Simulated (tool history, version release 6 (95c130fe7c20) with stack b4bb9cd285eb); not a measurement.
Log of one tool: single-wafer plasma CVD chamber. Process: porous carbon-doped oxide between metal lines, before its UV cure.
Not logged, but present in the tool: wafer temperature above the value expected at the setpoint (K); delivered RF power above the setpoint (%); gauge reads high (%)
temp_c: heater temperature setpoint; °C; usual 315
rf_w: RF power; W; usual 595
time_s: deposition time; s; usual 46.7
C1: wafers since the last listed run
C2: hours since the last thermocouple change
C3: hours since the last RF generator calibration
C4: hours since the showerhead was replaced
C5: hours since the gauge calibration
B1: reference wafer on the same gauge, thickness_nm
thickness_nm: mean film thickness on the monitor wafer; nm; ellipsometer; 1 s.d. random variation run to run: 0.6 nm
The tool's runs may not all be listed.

{"run": 1, "hour": 0.0, "temp_c": 323, "rf_w": 595, "time_s": 46.7, "C1": 0, "C2": 2128.6, "C3": 1301.5, "C4": 2515.1, "C5": 639.5, "B1": 233.933, "thickness_nm": 232.985}
{"run": 2, "hour": 29.4, "temp_c": 315, "rf_w": 525, "time_s": 53.8, "C1": 495, "C2": 2158.0, "C3": 1330.9, "C4": 2544.5, "C5": 668.9, "B1": 234.029, "thickness_nm": 263.493}
{"run": 3, "hour": 54.6, "temp_c": 315, "rf_w": 525, "time_s": 53.8, "C1": 425, "C2": 2183.2, "C3": 1356.1, "C4": 2569.7, "C5": 694.1, "B1": 233.99, "thickness_nm": 263.893}
{"run": 4, "hour": 73.7, "temp_c": 315, "rf_w": 595, "time_s": 46.7, "C1": 322, "C2": 2202.3, "C3": 1375.2, "C4": 2588.8, "C5": 713.2, "B1": 234.01, "thickness_nm": 243.151}
{"run": 5, "hour": 90.2, "temp_c": 325, "rf_w": 595, "time_s": 42.3, "C1": 278, "C2": 2218.8, "C3": 1391.7, "C4": 2605.3, "C5": 729.7, "B1": 233.93, "thickness_nm": 208.771}
{"run": 6, "hour": 102.2, "temp_c": 325, "rf_w": 595, "time_s": 42.3, "C1": 202, "C2": 2230.8, "C3": 1403.7, "C4": 2617.3, "C5": 741.7, "B1": 234.039, "thickness_nm": 208.944}
{"run": 7, "hour": 130.7, "temp_c": 315, "rf_w": 595, "time_s": 42.4, "C1": 480, "C2": 2259.3, "C3": 1432.2, "C4": 2645.8, "C5": 770.2, "B1": 234.029, "thickness_nm": 221.691}
{"run": 8, "hour": 166.4, "temp_c": 315, "rf_w": 595, "time_s": 42.4, "C1": 602, "C2": 2295.0, "C3": 1467.9, "C4": 2681.5, "C5": 805.9, "B1": 233.985, "thickness_nm": 221.216}
{"run": 9, "hour": 188.4, "temp_c": 315, "rf_w": 595, "time_s": 42.4, "C1": 371, "C2": 2317.0, "C3": 1489.9, "C4": 2703.5, "C5": 827.9, "B1": 234.007, "thickness_nm": 221.08}
{"run": 10, "hour": 222.0, "temp_c": 315, "rf_w": 595, "time_s": 46.7, "C1": 566, "C2": 2350.6, "C3": 1523.5, "C4": 2737.1, "C5": 861.5, "B1": 234.069, "thickness_nm": 241.342}
{"run": 11, "hour": 252.8, "temp_c": 324, "rf_w": 595, "time_s": 46.7, "C1": 519, "C2": 2381.4, "C3": 1554.3, "C4": 2767.9, "C5": 892.3, "B1": 234.07, "thickness_nm": 230.553}
{"run": 12, "hour": 275.6, "temp_c": 324, "rf_w": 595, "time_s": 46.7, "C1": 384, "C2": 2404.2, "C3": 1577.1, "C4": 2790.7, "C5": 915.1, "B1": 233.977, "thickness_nm": 230.045}
{"hour": 301.9, "done": "RF generator calibrated"}
{"run": 13, "hour": 311.0, "temp_c": 315, "rf_w": 595, "time_s": 46.7, "C1": 462, "C2": 2439.6, "C3": 9.1, "C4": 2826.1, "C5": 950.5, "B1": 234.0, "thickness_nm": 252.421}
{"run": 14, "hour": 334.0, "temp_c": 315, "rf_w": 595, "time_s": 46.7, "C1": 387, "C2": 2462.6, "C3": 32.1, "C4": 2849.1, "C5": 973.5, "B1": 234.152, "thickness_nm": 252.198}
{"hour": 353.1, "done": "gauge calibrated"}
{"run": 15, "hour": 360.7, "temp_c": 315, "rf_w": 595, "time_s": 46.7, "C1": 450, "C2": 2489.3, "C3": 58.8, "C4": 2875.8, "C5": 7.6, "B1": 233.989, "thickness_nm": 252.536}
{"run": 16, "hour": 386.1, "temp_c": 315, "rf_w": 595, "time_s": 46.7, "C1": 428, "C2": 2514.7, "C3": 84.2, "C4": 2901.2, "C5": 33.0, "B1": 233.909, "thickness_nm": 250.656}
{"run": 17, "hour": 405.5, "temp_c": 315, "rf_w": 595, "time_s": 46.7, "C1": 327, "C2": 2534.1, "C3": 103.6, "C4": 2920.6, "C5": 52.4, "B1": 233.86, "thickness_nm": 251.166}
{"run": 18, "hour": 420.7, "temp_c": 326, "rf_w": 520, "time_s": 41.4, "C1": 256, "C2": 2549.3, "C3": 118.8, "C4": 2935.8, "C5": 67.6, "B1": 234.009, "thickness_nm": 196.977}
{"run": 19, "hour": 447.2, "temp_c": 308, "rf_w": 640, "time_s": 43.2, "C1": 446, "C2": 2575.8, "C3": 145.3, "C4": 2962.3, "C5": 94.1, "B1": 233.976, "thickness_nm": 249.685}
{"run": 20, "hour": 482.2, "temp_c": 319, "rf_w": 680, "time_s": 44.0, "C1": 590, "C2": 2610.8, "C3": 180.3, "C4": 2997.3, "C5": 129.1, "B1": 233.957, "thickness_nm": 245.008}
{"run": 21, "hour": 502.3, "temp_c": 315, "rf_w": 595, "time_s": 46.7, "C1": 339, "C2": 2630.9, "C3": 200.4, "C4": 3017.4, "C5": 149.2, "B1": 233.939, "thickness_nm": 249.428}
{"run": 22, "hour": 515.3, "temp_c": 308, "rf_w": 505, "time_s": 38.1, "C1": 219, "C2": 2643.9, "C3": 213.4, "C4": 3030.4, "C5": 162.2, "B1": 234.108, "thickness_nm": 195.386}
{"run": 23, "hour": 541.3, "temp_c": 315, "rf_w": 595, "time_s": 42.1, "C1": 438, "C2": 2669.9, "C3": 239.4, "C4": 3056.4, "C5": 188.2, "B1": 234.073, "thickness_nm": 224.385}
{"run": 24, "hour": 574.3, "temp_c": 315, "rf_w": 505, "time_s": 42.6, "C1": 556, "C2": 2702.9, "C3": 272.4, "C4": 3089.4, "C5": 221.2, "B1": 233.974, "thickness_nm": 209.653}
{"run": 25, "hour": 597.1, "temp_c": 315, "rf_w": 595, "time_s": 46.7, "C1": 384, "C2": 2725.7, "C3": 295.2, "C4": 3112.2, "C5": 244.0, "B1": 234.023, "thickness_nm": 246.415}
{"hour": 618.3, "done": "thermocouple changed; heater temperature recalibrated"}
{"hour": 635.0, "done": "showerhead replaced"}
{"run": 26, "hour": 651.6, "temp_c": 302, "rf_w": 595, "time_s": 52.7, "C1": 649, "C2": 33.3, "C3": 349.7, "C4": 16.6, "C5": 298.5, "B1": 233.981, "thickness_nm": 311.027}
{"run": 27, "hour": 673.8, "temp_c": 315, "rf_w": 595, "time_s": 46.7, "C1": 374, "C2": 55.5, "C3": 371.9, "C4": 38.8, "C5": 320.7, "B1": 233.899, "thickness_nm": 255.757}
{"run": 28, "hour": 687.0, "temp_c": 326, "rf_w": 685, "time_s": 55.3, "C1": 222, "C2": 68.7, "C3": 385.1, "C4": 52.0, "C5": 333.9, "B1": 233.975, "thickness_nm": 302.192}
{"run": 29, "hour": 710.9, "temp_c": 326, "rf_w": 665, "time_s": 41.0, "C1": 403, "C2": 92.6, "C3": 409.0, "C4": 75.9, "C5": 357.8, "B1": 234.056, "thickness_nm": 222.087}
{"run": 30, "hour": 741.5, "temp_c": 321, "rf_w": 530, "time_s": 49.9, "C1": 516, "C2": 123.2, "C3": 439.6, "C4": 106.5, "C5": 388.4, "B1": 233.933, "thickness_nm": 249.287}
{"run": 31, "hour": 754.3, "temp_c": 308, "rf_w": 505, "time_s": 38.1, "C1": 215, "C2": 136.0, "C3": 452.4, "C4": 119.3, "C5": 401.2, "B1": 234.067, "thickness_nm": 201.325}
{"run": 32, "hour": 788.0, "temp_c": 323, "rf_w": 680, "time_s": 49.8, "C1": 568, "C2": 169.7, "C3": 486.1, "C4": 153.0, "C5": 434.9, "B1": 233.915, "thickness_nm": 275.628}
{"run": 33, "hour": 802.5, "temp_c": 304, "rf_w": 675, "time_s": 49.8, "C1": 244, "C2": 184.2, "C3": 500.6, "C4": 167.5, "C5": 449.4, "B1": 234.12, "thickness_nm": 306.502}
{"run": 34, "hour": 818.1, "temp_c": 315, "rf_w": 695, "time_s": 46.7, "C1": 263, "C2": 199.8, "C3": 516.2, "C4": 183.1, "C5": 465.0, "B1": 234.042, "thickness_nm": 273.912}

4 options for the next run, each taken on its own from the tool as it stands now. Forecast them:
{"run": "A", "hour": 818.5, "temp_c": 325, "rf_w": 595, "time_s": 46.7, "C1": 6, "C2": 200.2, "C3": 516.6, "C4": 183.5, "C5": 465.4, "B1": "?", "thickness_nm": "?"}
{"run": "B", "hour": 818.5, "temp_c": 324, "rf_w": 595, "time_s": 42.4, "C1": 6, "C2": 200.2, "C3": 516.6, "C4": 183.5, "C5": 465.4, "B1": "?", "thickness_nm": "?"}
{"run": "C", "hour": 818.5, "temp_c": 315, "rf_w": 710, "time_s": 41.5, "C1": 6, "C2": 200.2, "C3": 516.6, "C4": 183.5, "C5": 465.4, "B1": "?", "thickness_nm": "?"}
{"run": "D", "hour": 818.5, "temp_c": 307, "rf_w": 680, "time_s": 53.9, "C1": 6, "C2": 200.2, "C3": 516.6, "C4": 183.5, "C5": 465.4, "B1": "?", "thickness_nm": "?"}

run=A B1=233.957 thickness_nm=240.872
run=B B1=233.957 thickness_nm=220.402
run=C B1=233.957 thickness_nm=247.702
run=D B1=233.957 thickness_nm=328.845
Without the tool's hidden state the same runs would have given:
run=A thickness_nm=246.321
run=B thickness_nm=225.386
run=C thickness_nm=253.186
run=D thickness_nm=336.182
